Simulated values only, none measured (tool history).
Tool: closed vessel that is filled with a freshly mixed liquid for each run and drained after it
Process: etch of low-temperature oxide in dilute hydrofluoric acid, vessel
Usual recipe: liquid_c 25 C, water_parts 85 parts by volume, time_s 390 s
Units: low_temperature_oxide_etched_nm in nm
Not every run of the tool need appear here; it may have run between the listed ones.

run    hour  liquid_c  water_parts  time_s  read-back film thickness of the low-temperature oxide reference wafer, read on the same gauge (nm)  low_temperature_oxide_etched_nm
  1       0      26.5           85     390                                                                                                 140                            65.96
  2    61.9      26.5           85     390                                                                                              139.99                            65.87
  3   108.3        25           85     390                                                                                                 140                            61.95
  4   167.6        25           85     390                                                                                              139.99                            62.16
  5     213        25           85     390                                                                                              139.99                            61.64
  6   273.1        25           85     390                                                                                              140.01                            62.23
  7   338.1        25           85     390                                                                                                 140                             62.3
  8   366.8        25           85     390                                                                                              139.99                            62.25
  9   555.7        25           85     390                                                                                              139.98                            62.57
 10   591.1        25           85     390                                                                                                 140                            62.92
 11   654.8        25           85     390                                                                                                 140                             63.1
 12   705.6        25           85     390                                                                                              139.99                            63.37
 13   763.1        22           85     390                                                                                                 140                            56.07
 14   919.2        25           85     390                                                                                              140.01                            63.57
      953.5  -- gauge calibrated
      962.6  -- thermometer replaced
      971.9  -- hydrofluoric acid flow meter replaced
 15     974        25           85     390                                                                                              140.01                            61.36
 16  1025.9        25          125     535                                                                                              139.98                            54.65
 17    1070        23           50     505                                                                                              140.02                           130.09
 18  1123.8        25          125     170                                                                                              140.01                            17.34
 19  1172.4      26.5          120     515                                                                                              140.01                            58.57
 20  1224.1        29           85     390                                                                                              139.99                            72.69
 21    1257      26.5          105     200                                                                                              139.98                            26.51
 22  1322.6      27.5           50     390                                                                                                 140                           122.67
 23  1355.1      20.5           85     480                                                                                                 140                            63.96
 24  1407.8        25           85     230                                                                                                 140                            36.52
 25  1456.5        25           85     390                                                                                              140.01                            62.44
 26  1525.3        25           85     390                                                                                                 140                            62.49

Predict each of these 5 candidate next runs independently; none follows another, all start after run 26:
  A  1526.1        25           55     390                                                                                                   ?                                ?
  B  1526.1        25           55     290                                                                                                   ?                                ?
  C  1526.1        23           50     545                                                                                                   ?                                ?
  D  1526.1        27           85     390                                                                                                   ?                                ?
  E  1526.1      28.5           50     390                                                                                                   ?                                ?

run  read-back film thickness of the low-temperature oxide reference wafer, read on the same gauge (nm)  low_temperature_oxide_etched_nm
  A                                                                                                 140                             99.8
  B                                                                                                 140                            74.21
  C                                                                                                 140                           142.21
  D                                                                                                 140                            67.21
  E                                                                                                 140                           127.24
The same runs, with their run-to-run variation unchanged, on a tool lacking any hidden condition would have given:
run  low_temperature_oxide_etched_nm
  A                            97.52
  B                            72.52
  C                              139
  D                            65.62
  E                           124.35

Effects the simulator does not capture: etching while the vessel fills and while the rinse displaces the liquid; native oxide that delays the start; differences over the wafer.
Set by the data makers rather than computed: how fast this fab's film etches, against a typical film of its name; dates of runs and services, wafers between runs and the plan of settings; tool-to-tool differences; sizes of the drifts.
